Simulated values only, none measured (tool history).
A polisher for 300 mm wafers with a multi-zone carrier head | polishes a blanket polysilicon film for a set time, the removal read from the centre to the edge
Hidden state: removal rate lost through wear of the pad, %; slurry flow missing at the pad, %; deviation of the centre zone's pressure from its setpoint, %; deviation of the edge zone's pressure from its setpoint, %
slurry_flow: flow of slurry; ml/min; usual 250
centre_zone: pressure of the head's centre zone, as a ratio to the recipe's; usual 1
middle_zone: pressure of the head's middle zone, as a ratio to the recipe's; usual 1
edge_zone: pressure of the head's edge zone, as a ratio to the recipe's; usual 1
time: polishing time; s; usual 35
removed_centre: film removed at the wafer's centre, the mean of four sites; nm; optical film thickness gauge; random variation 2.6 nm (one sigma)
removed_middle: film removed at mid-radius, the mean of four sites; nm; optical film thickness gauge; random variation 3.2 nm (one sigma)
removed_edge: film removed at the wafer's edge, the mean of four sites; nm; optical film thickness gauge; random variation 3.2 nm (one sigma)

run	hour	slurry_flow	centre_zone	middle_zone	edge_zone	time	wafers since the last listed run	wafers polished on this pad	hours since the slurry nozzle was cleaned	hours since the centre zone pressure was calibrated	hours since the edge zone pressure was calibrated	hours since the carrier head's membrane was replaced	incoming thickness of the incoming film, nm	removed_centre	removed_middle	removed_edge
1	0	250	1	1	1	35	0	472	234.8	106	782.8	77.3	1259.8	275.7	275.1	270
2	8.7	250	1	1	1	40	68	541	243.5	114.7	791.5	86	1218	310.8	314.6	315.6
3	23.5	225	1	1.09	0.9	35	116	657	258.3	129.5	806.3	100.8	1233.7	266.1	290.8	260.4
4	35.3	250	1	0.91	1	35	92	750	270.1	141.3	818.1	112.6	1248.7	273.8	248.9	277.2
# hour 44.4: slurry nozzle cleaned
5	45.7	250	1.11	1.04	1	24	74	824	1.3	151.7	828.5	123	1242.1	188.4	174.4	178.7
6	52.6	250	1.09	0.9	0.92	38	54	879	8.2	158.6	835.4	129.9	1239.9	293.8	252.6	274
# hour 57.3: worn pad replaced by a new one
7	68.6	250	1	1	1	35	94	89	24.2	174.6	851.4	145.9	1255.1	251.5	248.7	255.6
8	81.1	285	1	1	1	35	98	187	36.7	187.1	863.9	158.4	1239	261.4	256.2	258.3
9	93	250	0.88	1	1	35	93	281	48.6	199	875.8	170.3	1212.1	221.3	250.2	265.3
10	108.6	250	1	0.89	1	30	122	404	64.2	214.6	891.4	185.9	1232.9	213.4	192.7	221.2
# hour 116.6: edge zone pressure recalibrated
11	123.2	180	1.1	1	1	47	99	503	78.8	229.2	6.6	200.5	1220.6	320.8	302	323.9
12	133.2	250	1.09	1	1	31	78	582	88.8	239.2	16.6	210.5	1219.9	232.8	223.2	224.7
13	148.3	250	1	1	1.04	35	118	701	103.9	254.3	31.7	225.6	1256.3	239.9	248.5	259.2
14	156	250	1	1	1	35	60	761	111.6	262	39.4	233.3	1219.1	245.9	245.5	253.1
# hour 159.3: slurry nozzle cleaned, repeated, since the last time left the tool worse
# hour 168.6: worn pad replaced by a new one
15	169.1	295	0.9	1.12	1	43	63	3	9.8	275.1	52.5	246.4	1230.2	325	393.4	347.9
16	175.6	285	1	1	1	35	51	55	16.3	281.6	59	252.9	1240.7	287.5	291.6	287.1
17	188.8	250	0.92	1	1	44	103	159	29.5	294.8	72.2	266.1	1240.1	335.9	358.3	357.9
18	204.1	250	0.9	0.89	0.97	35	120	279	44.8	310.1	87.5	281.4	1231	260.6	258.9	276.5
19	213.3	250	1	1	1	32	72	352	54	319.3	96.7	290.6	1248.8	259.2	261.4	259.3
20	221.1	305	1	0.9	0.92	35	61	413	61.8	327.1	104.5	298.4	1235	292.4	272.2	281.6
21	232.4	250	1	1	1	35	89	502	73.1	338.4	115.8	309.7	1250.3	285.1	287.6	277.4
22	241.1	275	1	1	1	27	68	571	81.8	347.1	124.5	318.4	1253	222.9	224.3	220.8

Forecast each of these 4 alternatives for the next run:
A	241.5	335	1	1	1	35	3	574	82.2	347.5	124.9	318.8	1260.6	?	?	?
B	241.5	250	1	1	1.05	35	3	574	82.2	347.5	124.9	318.8	1260.6	?	?	?
C	241.5	250	1.07	1.03	1	35	3	574	82.2	347.5	124.9	318.8	1260.6	?	?	?
D	241.5	300	1	1.09	1	35	3	574	82.2	347.5	124.9	318.8	1260.6	?	?	?

run	removed_centre	removed_middle	removed_edge
A	295.5	293.1	292.4
B	285	283.7	292
C	302.3	290.8	285
D	292.1	311.9	289.5
Without the tool's hidden state the same runs would have given:
run	removed_centre	removed_middle	removed_edge
A	296.3	293.9	292.9
B	286.1	284.6	292.8
C	303.4	291.8	285.8
D	293	312.8	290.2
